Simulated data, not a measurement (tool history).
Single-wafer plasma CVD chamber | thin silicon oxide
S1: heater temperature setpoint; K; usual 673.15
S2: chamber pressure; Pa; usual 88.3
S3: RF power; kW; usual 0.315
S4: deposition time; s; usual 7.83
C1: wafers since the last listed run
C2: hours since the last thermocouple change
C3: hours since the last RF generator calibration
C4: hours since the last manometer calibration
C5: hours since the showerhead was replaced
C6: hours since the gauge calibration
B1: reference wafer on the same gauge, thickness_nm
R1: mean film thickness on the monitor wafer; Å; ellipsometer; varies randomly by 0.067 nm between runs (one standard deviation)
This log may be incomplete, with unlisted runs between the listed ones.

run	hour	S1	S2	S3	S4	C1	C2	C3	C4	C5	C6	B1	R1
1	0	673.15	88.3	0.315	7.83	0	1744.5	1098	1629.7	5298.7	94.6	12.688	110.33
2	70.3	673.15	88.3	0.315	7.83	2581	1814.8	1168.3	1700	5369	164.9	12.685	110.67
3	137.6	673.15	88.3	0.315	7.83	2471	1882.1	1235.6	1767.3	5436.3	232.2	12.712	109.7
4	183	673.15	88.3	0.315	7.83	1667	1927.5	1281	1812.7	5481.7	277.6	12.663	109.14
5	264	673.15	88.3	0.315	7.83	2974	2008.5	1362	1893.7	5562.7	358.6	12.75	109.04
6	305.5	673.15	88.3	0.315	7.83	1523	2050	1403.5	1935.2	5604.2	400.1	12.717	109.71
7	344.8	673.15	88.3	0.315	7.83	1443	2089.3	1442.8	1974.5	5643.5	439.4	12.647	109.04
8	411.6	673.15	88.3	0.315	7.83	2452	2156.1	1509.6	2041.3	5710.3	506.2	12.705	107.47
# hour 512.4: showerhead replaced
9	512.9	673.15	88.3	0.315	7.83	3426	2257.4	1610.9	2142.6	0.5	607.5	12.692	108.2
# hour 533.9: thermocouple changed; heater temperature recalibrated
# hour 608.2: RF generator calibrated
10	611.8	673.15	88.3	0.315	7.83	3044	77.9	3.6	2241.5	99.4	706.4	12.713	112.83
11	662.5	673.15	68.9	0.36	7.83	1861	128.6	54.3	2292.2	150.1	757.1	12.727	104.19
12	698.6	673.15	88.3	0.315	7.83	1325	164.7	90.4	2328.3	186.2	793.2	12.716	113.22
13	796.1	673.15	98.8	0.315	7.83	3580	262.2	187.9	2425.8	283.7	890.7	12.729	120.07
14	859.4	680.15	88.3	0.255	6.69	2324	325.5	251.2	2489.1	347	954	12.71	85.24
15	917.3	673.15	88.3	0.315	7.83	2126	383.4	309.1	2547	404.9	1011.9	12.747	112.85
# hour 950.5: capacitance manometer re-zeroed and calibrated
16	960.1	673.15	79.6	0.315	7	1277	426.2	351.9	9.6	447.7	1054.7	12.753	95.1
17	1057.6	673.15	104.3	0.315	7.83	3580	523.7	449.4	107.1	545.2	1152.2	12.721	126
# hour 1072.2: gauge calibrated
18	1161.1	673.15	68.7	0.315	6.68	3800	627.2	552.9	210.6	648.7	88.9	12.698	83.87
19	1246.4	680.15	66.9	0.375	7.83	3132	712.5	638.2	295.9	734	174.2	12.729	104.65
20	1308.4	673.15	88.3	0.295	7.83	2276	774.5	700.2	357.9	796	236.2	12.701	108.86
21	1397.2	673.15	70.1	0.27	7.83	3260	863.3	789	446.7	884.8	325	12.714	90.79

Forecast each of these 5 alternatives for the next run:
A	1397.6	673.15	88.3	0.315	8.94	14	863.7	789.4	447.1	885.2	325.4	?	?
B	1397.6	664.15	88.3	0.285	7.83	14	863.7	789.4	447.1	885.2	325.4	?	?
C	1397.6	673.15	72.3	0.315	7.31	14	863.7	789.4	447.1	885.2	325.4	?	?
D	1397.6	673.15	88.3	0.315	7.35	14	863.7	789.4	447.1	885.2	325.4	?	?
E	1397.6	673.15	100.1	0.315	6.38	14	863.7	789.4	447.1	885.2	325.4	?	?

run	B1	R1
A	12.693	127.73
B	12.693	106.87
C	12.693	93.34
D	12.693	105.06
E	12.693	98.31
Take away the tool's hidden state, keep each run's random variation, and the runs would have read:
run	R1
A	128.82
B	107.86
C	94.13
D	105.96
E	99.14
